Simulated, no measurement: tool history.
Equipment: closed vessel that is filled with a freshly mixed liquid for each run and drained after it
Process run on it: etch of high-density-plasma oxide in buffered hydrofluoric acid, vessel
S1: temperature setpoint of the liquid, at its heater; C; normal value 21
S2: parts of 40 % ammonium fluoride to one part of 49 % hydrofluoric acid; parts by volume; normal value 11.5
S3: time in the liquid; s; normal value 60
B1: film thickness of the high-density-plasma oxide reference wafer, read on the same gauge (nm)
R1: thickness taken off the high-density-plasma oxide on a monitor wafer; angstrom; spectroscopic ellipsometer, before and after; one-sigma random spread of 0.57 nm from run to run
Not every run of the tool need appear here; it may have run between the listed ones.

{"run": 1, "hour": 0.0, "S1": 21, "S2": 11.5, "S3": 60, "B1": 60.05, "R1": 594.1}
{"run": 2, "hour": 63.6, "S1": 21, "S2": 11.5, "S3": 60, "B1": 60.01, "R1": 573.8}
{"hour": 76.1, "done": "gauge calibrated"}
{"run": 3, "hour": 123.4, "S1": 21, "S2": 11.5, "S3": 60, "B1": 59.98, "R1": 583.4}
{"run": 4, "hour": 157.7, "S1": 21, "S2": 11.5, "S3": 45, "B1": 59.99, "R1": 439.3}
{"run": 5, "hour": 203.8, "S1": 21, "S2": 11.5, "S3": 45, "B1": 59.98, "R1": 442.7}
{"run": 6, "hour": 242.1, "S1": 21, "S2": 11.5, "S3": 60, "B1": 60.02, "R1": 574.1}
{"run": 7, "hour": 282.9, "S1": 21, "S2": 11.5, "S3": 60, "B1": 60, "R1": 584.5}
{"run": 8, "hour": 342.7, "S1": 21, "S2": 11.5, "S3": 60, "B1": 60.02, "R1": 580.4}
{"run": 9, "hour": 380.4, "S1": 21, "S2": 11.5, "S3": 60, "B1": 59.95, "R1": 588.3}
{"hour": 423.9, "done": "hydrofluoric acid flow meter replaced"}
{"run": 10, "hour": 441.7, "S1": 17, "S2": 11.5, "S3": 45, "B1": 59.98, "R1": 350.5}
{"run": 11, "hour": 473.9, "S1": 18, "S2": 11.5, "S3": 80, "B1": 60, "R1": 650.4}
{"run": 12, "hour": 544.5, "S1": 22.5, "S2": 7, "S3": 60, "B1": 60, "R1": 1005.4}
{"hour": 551.1, "done": "gauge calibrated"}
{"hour": 585.7, "done": "thermometer replaced"}
{"run": 13, "hour": 589.2, "S1": 17.5, "S2": 13.5, "S3": 50, "B1": 60.03, "R1": 347.9}
{"run": 14, "hour": 641.1, "S1": 21, "S2": 11.5, "S3": 40, "B1": 60.01, "R1": 391.8}
{"run": 15, "hour": 709.5, "S1": 24, "S2": 11.5, "S3": 60, "B1": 59.96, "R1": 697.2}
{"run": 16, "hour": 761.4, "S1": 21, "S2": 11.5, "S3": 60, "B1": 59.99, "R1": 579.7}
{"run": 17, "hour": 798.3, "S1": 19.5, "S2": 16, "S3": 45, "B1": 60.04, "R1": 284.5}
{"run": 18, "hour": 854.5, "S1": 21, "S2": 9, "S3": 85, "B1": 60.02, "R1": 1025.5}

What if the next run were any one of these 5? Each begins from the tool's condition after run 18:
{"run": "A", "hour": 855.2, "S1": 17, "S2": 11.5, "S3": 60, "B1": "?", "R1": "?"}
{"run": "B", "hour": 855.2, "S1": 21, "S2": 13.5, "S3": 75, "B1": "?", "R1": "?"}
{"run": "C", "hour": 855.2, "S1": 22.5, "S2": 11.5, "S3": 40, "B1": "?", "R1": "?"}
{"run": "D", "hour": 855.2, "S1": 24, "S2": 9, "S3": 35, "B1": "?", "R1": "?"}
{"run": "E", "hour": 855.2, "S1": 22.5, "S2": 11.5, "S3": 60, "B1": "?", "R1": "?"}

run=A B1=59.98 R1=462.2
run=B B1=59.98 R1=618.8
run=C B1=59.98 R1=419.5
run=D B1=59.98 R1=488
run=E B1=59.98 R1=629.3
Stripped of hidden state, with their random variation kept, the same runs would have yielded:
run=A R1=462.2
run=B R1=618.8
run=C R1=419.5
run=D R1=488
run=E R1=629.3

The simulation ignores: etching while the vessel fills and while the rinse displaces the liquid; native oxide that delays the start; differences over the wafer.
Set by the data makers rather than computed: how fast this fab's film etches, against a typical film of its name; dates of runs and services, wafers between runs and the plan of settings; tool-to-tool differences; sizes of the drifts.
